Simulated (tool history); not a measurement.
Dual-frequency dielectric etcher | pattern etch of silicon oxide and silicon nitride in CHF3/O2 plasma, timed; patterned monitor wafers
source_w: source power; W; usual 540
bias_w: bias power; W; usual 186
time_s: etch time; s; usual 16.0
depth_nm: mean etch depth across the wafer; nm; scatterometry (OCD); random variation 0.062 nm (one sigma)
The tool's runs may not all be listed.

| run | hour | source_w | bias_w | time_s | wafers since the last listed run | hours since the last wet clean | hours since the last source power generator calibration | hours since the last bias power generator calibration | hours since the last upper electrode change | hours since the gauge calibration | read-back reference wafer on the same gauge, depth_nm | depth_nm |
|---|---|---|---|---|---|---|---|---|---|---|---|---|
| 1 | 0.0 | 480 | 186 | 16.0 | 0 | 165.8 | 3630.7 | 4039.1 | 4041.8 | 449.4 | 24.08 | 24.03 |
| 2 | 93.5 | 480 | 186 | 16.0 | 1952 | 259.3 | 3724.2 | 4132.6 | 4135.3 | 542.9 | 24.11 | 24.28 |
| 3 | 132.7 | 480 | 186 | 16.0 | 818 | 298.5 | 3763.4 | 4171.8 | 4174.5 | 582.1 | 24.17 | 24.23 |
| 4 | 187.4 | 450 | 186 | 16.0 | 1142 | 353.2 | 3818.1 | 4226.5 | 4229.2 | 636.8 | 24.18 | 23.85 |
| 5 | 251.9 | 450 | 186 | 16.0 | 1346 | 417.7 | 3882.6 | 4291.0 | 4293.7 | 701.3 | 24.23 | 23.81 |
|  | 299.5 | wet clean of the chamber |
| 6 | 300.0 | 450 | 186 | 16.0 | 503 | 0.5 | 3930.7 | 4339.1 | 4341.8 | 749.4 | 24.24 | 23.83 |
| 7 | 378.1 | 540 | 165 | 16.0 | 1630 | 78.6 | 4008.8 | 4417.2 | 4419.9 | 827.5 | 24.28 | 24.41 |
| 8 | 461.5 | 500 | 165 | 18.0 | 1741 | 162.0 | 4092.2 | 4500.6 | 4503.3 | 910.9 | 24.33 | 26.79 |
| 9 | 519.7 | 540 | 186 | 11.5 | 1215 | 220.2 | 4150.4 | 4558.8 | 4561.5 | 969.1 | 24.36 | 18.20 |
|  | 624.8 | gauge calibrated |
| 10 | 627.3 | 540 | 186 | 16.0 | 2246 | 327.8 | 4258.0 | 4666.4 | 4669.1 | 2.5 | 23.89 | 24.91 |
|  | 665.0 | source power generator calibrated |
| 11 | 674.1 | 540 | 186 | 16.0 | 893 | 374.6 | 9.1 | 4713.2 | 4715.9 | 49.3 | 23.90 | 24.83 |
|  | 712.9 | upper electrode replaced |
|  | 760.7 | bias power generator calibrated |
| 12 | 768.8 | 540 | 186 | 16.0 | 1392 | 469.3 | 103.8 | 8.1 | 55.9 | 144.0 | 23.97 | 24.98 |
| 13 | 818.1 | 460 | 186 | 16.0 | 1029 | 518.6 | 153.1 | 57.4 | 105.2 | 193.3 | 23.98 | 23.79 |
|  | 860.2 | wet clean of the chamber |
| 14 | 860.7 | 470 | 142 | 13.5 | 388 | 0.5 | 195.7 | 100.0 | 147.8 | 235.9 | 24.04 | 18.62 |
| 15 | 955.8 | 540 | 230 | 16.0 | 1985 | 95.6 | 290.8 | 195.1 | 242.9 | 331.0 | 24.07 | 26.69 |

Forecast each of these 5 alternatives for the next run:
| A | 956.2 | 540 | 186 | 20.0 | 8 | 96.0 | 291.2 | 195.5 | 243.3 | 331.4 | ? | ? |
| B | 956.2 | 540 | 152 | 16.0 | 8 | 96.0 | 291.2 | 195.5 | 243.3 | 331.4 | ? | ? |
| C | 956.2 | 640 | 156 | 16.0 | 8 | 96.0 | 291.2 | 195.5 | 243.3 | 331.4 | ? | ? |
| D | 956.2 | 480 | 216 | 16.0 | 8 | 96.0 | 291.2 | 195.5 | 243.3 | 331.4 | ? | ? |
| E | 956.2 | 540 | 212 | 13.0 | 8 | 96.0 | 291.2 | 195.5 | 243.3 | 331.4 | ? | ? |

| run | read-back reference wafer on the same gauge, depth_nm | depth_nm |
|---|---|---|
| A | 24.06 | 31.37 |
| B | 24.06 | 23.70 |
| C | 24.06 | 25.20 |
| D | 24.06 | 25.33 |
| E | 24.06 | 21.21 |
Without the tool's hidden state the same runs would have given:
| run | depth_nm |
|---|---|
| A | 31.15 |
| B | 23.53 |
| C | 25.02 |
| D | 25.15 |
| E | 21.05 |

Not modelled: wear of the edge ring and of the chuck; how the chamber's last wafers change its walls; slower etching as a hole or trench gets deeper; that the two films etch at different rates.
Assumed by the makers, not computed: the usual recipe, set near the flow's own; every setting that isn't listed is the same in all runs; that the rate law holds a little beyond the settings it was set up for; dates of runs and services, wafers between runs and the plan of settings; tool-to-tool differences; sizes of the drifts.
